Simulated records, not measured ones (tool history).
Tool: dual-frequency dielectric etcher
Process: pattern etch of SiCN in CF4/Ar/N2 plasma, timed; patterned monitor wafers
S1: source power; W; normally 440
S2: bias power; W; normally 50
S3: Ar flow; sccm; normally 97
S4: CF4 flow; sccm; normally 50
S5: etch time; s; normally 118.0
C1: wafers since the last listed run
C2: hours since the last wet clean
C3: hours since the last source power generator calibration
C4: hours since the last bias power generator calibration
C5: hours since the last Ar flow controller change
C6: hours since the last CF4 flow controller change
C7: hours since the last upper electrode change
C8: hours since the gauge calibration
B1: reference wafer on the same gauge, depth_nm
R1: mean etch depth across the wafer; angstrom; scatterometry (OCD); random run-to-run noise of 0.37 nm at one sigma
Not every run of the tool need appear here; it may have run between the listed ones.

| run | day | S1 | S2 | S3 | S4 | S5 | C1 | C2 | C3 | C4 | C5 | C6 | C7 | C8 | B1 | R1 |
|---|---|---|---|---|---|---|---|---|---|---|---|---|---|---|---|---|
| 1 | 0.000 | 440 | 50 | 97 | 50 | 141.5 | 0 | 477.8 | 133.5 | 384.0 | 85.3 | 4386.1 | 470.1 | 1569.1 | 89.1 | 933 |
|  | 2.279 | wet clean of the chamber |
| 2 | 2.300 | 540 | 50 | 112 | 50 | 146.5 | 396 | 0.5 | 188.7 | 439.2 | 140.5 | 4441.3 | 525.3 | 1624.3 | 89.0 | 1062 |
| 3 | 3.988 | 440 | 58 | 97 | 42 | 89.5 | 514 | 41.0 | 229.2 | 479.7 | 181.0 | 4481.8 | 565.8 | 1664.8 | 89.1 | 579 |
| 4 | 5.658 | 530 | 50 | 97 | 50 | 118.0 | 509 | 81.1 | 269.3 | 519.8 | 221.1 | 4521.9 | 605.9 | 1704.9 | 89.2 | 868 |
| 5 | 8.196 | 440 | 61 | 106 | 50 | 94.0 | 773 | 142.0 | 330.2 | 580.7 | 282.0 | 4582.8 | 666.8 | 1765.8 | 89.0 | 625 |
| 6 | 10.462 | 390 | 42 | 97 | 50 | 93.0 | 691 | 196.4 | 384.6 | 635.1 | 336.4 | 4637.2 | 721.2 | 1820.2 | 89.2 | 536 |
| 7 | 12.075 | 440 | 50 | 97 | 50 | 144.0 | 491 | 235.1 | 423.3 | 673.8 | 375.1 | 4675.9 | 759.9 | 1858.9 | 89.1 | 938 |
|  | 14.767 | CF4 flow controller replaced |
| 8 | 14.788 | 440 | 50 | 97 | 62 | 118.0 | 751 | 300.2 | 488.4 | 738.9 | 440.2 | 0.5 | 825.0 | 1924.0 | 89.2 | 796 |
|  | 16.021 | gauge calibrated |
| 9 | 18.054 | 440 | 50 | 97 | 50 | 118.0 | 996 | 378.6 | 566.8 | 817.3 | 518.6 | 78.9 | 903.4 | 48.8 | 89.1 | 775 |
|  | 28.683 | wet clean of the chamber |
| 10 | 28.704 | 440 | 38 | 97 | 50 | 91.0 | 2943 | 0.5 | 822.4 | 1072.9 | 774.2 | 334.5 | 1159.0 | 304.4 | 89.2 | 555 |
| 11 | 30.567 | 440 | 50 | 97 | 50 | 118.0 | 568 | 45.2 | 867.1 | 1117.6 | 818.9 | 379.2 | 1203.7 | 349.1 | 89.0 | 755 |

Predict the results of run 12:
| 12 | 32.796 | 370 | 50 | 108 | 56 | 118.0 | 679 | 98.7 | 920.6 | 1171.1 | 872.4 | 432.7 | 1257.2 | 402.6 | ? | ? |

B1: 89.1
R1: 674 angstrom
Take away the tool's hidden state, keep the run-to-run variation as it was, and the same run would have given R1 674 angstrom.
